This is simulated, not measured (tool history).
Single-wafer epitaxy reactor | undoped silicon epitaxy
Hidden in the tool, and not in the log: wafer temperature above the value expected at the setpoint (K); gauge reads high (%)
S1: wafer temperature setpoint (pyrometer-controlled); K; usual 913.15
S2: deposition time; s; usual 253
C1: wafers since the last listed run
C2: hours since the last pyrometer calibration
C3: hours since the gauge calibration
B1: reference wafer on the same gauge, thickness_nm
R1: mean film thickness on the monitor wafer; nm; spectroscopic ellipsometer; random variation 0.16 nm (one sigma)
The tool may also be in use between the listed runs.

| run | hour | S1 | S2 | C1 | C2 | C3 | B1 | R1 |
|---|---|---|---|---|---|---|---|---|
| 1 | 0.0 | 901.15 | 281 | 0 | 669.9 | 1601.1 | 39.144 | 27.360 |
| 2 | 56.4 | 901.15 | 281 | 316 | 726.3 | 1657.5 | 39.112 | 27.379 |
| 3 | 104.0 | 913.15 | 253 | 267 | 773.9 | 1705.1 | 39.107 | 33.680 |
| 4 | 153.6 | 913.15 | 253 | 278 | 823.5 | 1754.7 | 39.070 | 33.806 |
| 5 | 257.9 | 913.15 | 253 | 585 | 927.8 | 1859.0 | 39.111 | 33.571 |
| 6 | 525.2 | 913.15 | 253 | 1501 | 1195.1 | 2126.3 | 39.092 | 33.898 |
| 7 | 596.5 | 913.15 | 217 | 400 | 1266.4 | 2197.6 | 39.079 | 29.067 |
| 8 | 684.3 | 913.15 | 217 | 493 | 1354.2 | 2285.4 | 39.098 | 29.451 |
| 9 | 788.0 | 913.15 | 217 | 582 | 1457.9 | 2389.1 | 39.068 | 29.259 |
|  | 834.7 | pyrometer calibrated |
| 10 | 882.7 | 919.15 | 224 | 486 | 48.0 | 2483.8 | 39.106 | 34.497 |
| 11 | 945.0 | 913.15 | 253 | 349 | 110.3 | 2546.1 | 39.091 | 33.772 |
| 12 | 1004.2 | 913.15 | 253 | 332 | 169.5 | 2605.3 | 39.089 | 33.812 |
|  | 1088.1 | gauge calibrated |
| 13 | 1109.8 | 908.15 | 213 | 593 | 275.1 | 21.7 | 39.113 | 24.906 |
| 14 | 1202.2 | 908.15 | 213 | 518 | 367.5 | 114.1 | 39.121 | 24.942 |
| 15 | 1278.0 | 913.15 | 253 | 425 | 443.3 | 189.9 | 39.126 | 34.012 |
| 16 | 1371.9 | 913.15 | 253 | 527 | 537.2 | 283.8 | 39.089 | 33.712 |
| 17 | 1459.1 | 913.15 | 241 | 489 | 624.4 | 371.0 | 39.083 | 32.056 |
| 18 | 1504.6 | 913.15 | 241 | 255 | 669.9 | 416.5 | 39.109 | 32.107 |
| 19 | 1549.0 | 913.15 | 253 | 249 | 714.3 | 460.9 | 39.128 | 33.673 |
| 20 | 1587.7 | 904.15 | 282 | 217 | 753.0 | 499.6 | 39.073 | 29.906 |
| 21 | 1625.2 | 913.15 | 232 | 210 | 790.5 | 537.1 | 39.104 | 30.930 |
| 22 | 1684.7 | 919.15 | 224 | 334 | 850.0 | 596.6 | 39.108 | 34.815 |
| 23 | 1740.9 | 913.15 | 214 | 315 | 906.2 | 652.8 | 39.079 | 28.841 |
| 24 | 1822.7 | 908.15 | 289 | 459 | 988.0 | 734.6 | 39.099 | 34.076 |
| 25 | 1905.2 | 923.15 | 273 | 463 | 1070.5 | 817.1 | 39.079 | 47.303 |
| 26 | 1952.2 | 913.15 | 253 | 263 | 1117.5 | 864.1 | 39.105 | 33.767 |
| 27 | 2003.0 | 924.15 | 223 | 285 | 1168.3 | 914.9 | 39.115 | 39.070 |
| 28 | 2067.5 | 913.15 | 253 | 362 | 1232.8 | 979.4 | 39.097 | 34.321 |
| 29 | 2109.2 | 913.15 | 253 | 234 | 1274.5 | 1021.1 | 39.110 | 34.314 |
| 30 | 2201.5 | 927.15 | 237 | 518 | 1366.8 | 1113.4 | 39.059 | 45.444 |
| 31 | 2290.1 | 913.15 | 253 | 497 | 1455.4 | 1202.0 | 39.108 | 34.325 |
| 32 | 2353.1 | 901.15 | 289 | 353 | 1518.4 | 1265.0 | 39.112 | 29.080 |
| 33 | 2407.0 | 918.15 | 224 | 302 | 1572.3 | 1318.9 | 39.056 | 34.529 |
| 34 | 2457.7 | 913.15 | 299 | 284 | 1623.0 | 1369.6 | 39.110 | 40.856 |
|  | 2486.3 | pyrometer calibrated |
| 35 | 2525.2 | 906.15 | 272 | 334 | 38.9 | 1437.1 | 39.076 | 30.141 |
| 36 | 2614.6 | 900.15 | 236 | 502 | 128.3 | 1526.5 | 39.120 | 22.603 |
| 37 | 2653.1 | 913.15 | 253 | 216 | 166.8 | 1565.0 | 39.122 | 33.496 |
| 38 | 2758.1 | 924.15 | 224 | 589 | 271.8 | 1670.0 | 39.074 | 39.105 |

Hidden state at the last listed run before each entry between runs and at the first one after, where it differs:
Between runs 9 and 10: pyrometer calibrated (hour 834.7)
  wafer temperature above the value expected at the setpoint (K): 0.912 -> 0.139
  measured less the result without the state, R1: +0.670 -> +0.120 nm
Between runs 12 and 13: gauge calibrated (hour 1088.1)
  wafer temperature above the value expected at the setpoint (K): 0.149 -> 0.167
  measured less the result without the state, R1: +0.127 -> +0.106 nm
Between runs 34 and 35: pyrometer calibrated (hour 2486.3)
  wafer temperature above the value expected at the setpoint (K): 1.14 -> 0.155
  measured less the result without the state, R1: +1.163 -> +0.120 nm

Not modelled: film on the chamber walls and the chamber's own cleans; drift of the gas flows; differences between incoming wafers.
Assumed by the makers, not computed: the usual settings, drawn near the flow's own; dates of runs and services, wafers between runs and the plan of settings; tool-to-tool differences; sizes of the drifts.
